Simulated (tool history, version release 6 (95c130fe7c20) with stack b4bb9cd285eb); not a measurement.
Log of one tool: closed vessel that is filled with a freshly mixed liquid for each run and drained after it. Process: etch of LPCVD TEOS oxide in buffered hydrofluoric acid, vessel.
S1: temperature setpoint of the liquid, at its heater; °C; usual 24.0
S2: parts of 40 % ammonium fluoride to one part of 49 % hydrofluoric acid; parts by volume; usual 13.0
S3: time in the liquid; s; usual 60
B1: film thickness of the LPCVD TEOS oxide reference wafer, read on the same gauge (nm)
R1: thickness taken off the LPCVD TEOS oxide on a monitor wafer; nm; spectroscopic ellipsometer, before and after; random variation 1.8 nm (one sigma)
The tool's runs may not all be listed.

{"run": 1, "hour": 0.0, "S1": 24.0, "S2": 13.0, "S3": 40, "B1": 151.25, "R1": 161.09}
{"run": 2, "hour": 54.7, "S1": 24.0, "S2": 13.0, "S3": 40, "B1": 151.32, "R1": 158.03}
{"run": 3, "hour": 154.9, "S1": 24.0, "S2": 9.5, "S3": 60, "B1": 151.57, "R1": 323.61}
{"run": 4, "hour": 223.6, "S1": 24.0, "S2": 9.5, "S3": 60, "B1": 151.74, "R1": 317.64}
{"run": 5, "hour": 265.1, "S1": 24.0, "S2": 13.0, "S3": 60, "B1": 151.9, "R1": 239.36}
{"run": 6, "hour": 337.2, "S1": 24.0, "S2": 13.0, "S3": 60, "B1": 152.08, "R1": 238.95}
{"run": 7, "hour": 438.2, "S1": 24.0, "S2": 13.0, "S3": 60, "B1": 152.32, "R1": 242.37}
{"run": 8, "hour": 502.2, "S1": 24.0, "S2": 13.0, "S3": 60, "B1": 152.52, "R1": 242.35}
{"run": 9, "hour": 565.8, "S1": 24.0, "S2": 13.0, "S3": 60, "B1": 152.75, "R1": 243.91}
{"run": 10, "hour": 666.0, "S1": 24.0, "S2": 13.0, "S3": 60, "B1": 153.15, "R1": 240.92}
{"run": 11, "hour": 745.8, "S1": 24.0, "S2": 13.0, "S3": 60, "B1": 153.38, "R1": 243.12}
{"run": 12, "hour": 819.6, "S1": 24.0, "S2": 13.0, "S3": 75, "B1": 153.64, "R1": 303.63}
{"run": 13, "hour": 920.0, "S1": 25.5, "S2": 13.0, "S3": 60, "B1": 154.04, "R1": 266.55}
{"run": 14, "hour": 989.9, "S1": 25.5, "S2": 13.0, "S3": 60, "B1": 154.34, "R1": 266.05}
{"run": 15, "hour": 1076.0, "S1": 25.5, "S2": 13.0, "S3": 60, "B1": 154.7, "R1": 267.67}
{"run": 16, "hour": 1156.8, "S1": 27.5, "S2": 15.5, "S3": 60, "B1": 155.02, "R1": 247.97}
{"run": 17, "hour": 1231.9, "S1": 24.0, "S2": 16.0, "S3": 60, "B1": 155.38, "R1": 201.46}
{"run": 18, "hour": 1327.1, "S1": 22.5, "S2": 10.5, "S3": 70, "B1": 155.81, "R1": 329.67}
{"run": 19, "hour": 1434.9, "S1": 26.5, "S2": 8.0, "S3": 50, "B1": 156.38, "R1": 370.49}
{"run": 20, "hour": 1531.2, "S1": 21.5, "S2": 15.0, "S3": 60, "B1": 156.87, "R1": 189.23}
{"run": 21, "hour": 1579.4, "S1": 20.0, "S2": 14.5, "S3": 40, "B1": 157.12, "R1": 118.2}
{"run": 22, "hour": 1642.6, "S1": 26.0, "S2": 13.0, "S3": 70, "B1": 157.47, "R1": 324.23}
{"run": 23, "hour": 1744.5, "S1": 19.5, "S2": 17.0, "S3": 45, "B1": 149.41, "R1": 106.85}
{"run": 24, "hour": 1796.4, "S1": 24.0, "S2": 13.0, "S3": 60, "B1": 149.42, "R1": 239.06}
{"run": 25, "hour": 1846.7, "S1": 24.0, "S2": 13.0, "S3": 30, "B1": 149.4, "R1": 118.61}
{"run": 26, "hour": 1952.0, "S1": 26.0, "S2": 9.0, "S3": 50, "B1": 149.5, "R1": 305.17}
{"run": 27, "hour": 2039.7, "S1": 27.5, "S2": 13.0, "S3": 60, "B1": 149.55, "R1": 286.39}
{"run": 28, "hour": 2127.4, "S1": 25.5, "S2": 13.0, "S3": 60, "B1": 149.59, "R1": 256.74}
{"run": 29, "hour": 2173.1, "S1": 19.5, "S2": 8.5, "S3": 30, "B1": 149.66, "R1": 136.5}
{"run": 30, "hour": 2262.7, "S1": 24.0, "S2": 13.0, "S3": 60, "B1": 149.72, "R1": 237.58}
{"run": 31, "hour": 2305.0, "S1": 24.0, "S2": 11.0, "S3": 30, "B1": 149.8, "R1": 139.28}
{"run": 32, "hour": 2350.7, "S1": 24.0, "S2": 13.0, "S3": 60, "B1": 149.85, "R1": 239.11}

Not shown: 6 entries that the log had between the listed runs. Between which runs, and how does the tool's hidden state differ before and after?
Between runs 2 and 3: thermometer replaced (hour 131.0)
  gauge reads high (%): 0.902 -> 1.06
  measured less the result without the state, R1: +1.41 -> +3.39 nm
Between runs 12 and 13: thermometer replaced (hour 838.2)
  gauge reads high (%): 2.44 -> 2.7
  measured less the result without the state, R1: +7.22 -> +7.00 nm
Between runs 19 and 20: thermometer replaced (hour 1529.7)
  gauge reads high (%): 4.24 -> 4.57
  measured less the result without the state, R1: +15.09 -> +8.28 nm
Between runs 20 and 21: hydrofluoric acid flow meter replaced (hour 1537.7)
  gauge reads high (%): 4.57 -> 4.74
  measured less the result without the state, R1: +8.28 -> +5.36 nm
Between runs 22 and 23: gauge calibrated (hour 1688.9)
  gauge reads high (%): 4.97 -> -0.403
  measured less the result without the state, R1: +15.35 -> -0.43 nm
Between runs 30 and 31: thermometer replaced (hour 2275.5)
  gauge reads high (%): -0.182 -> -0.148
  measured less the result without the state, R1: -0.44 -> -0.21 nm
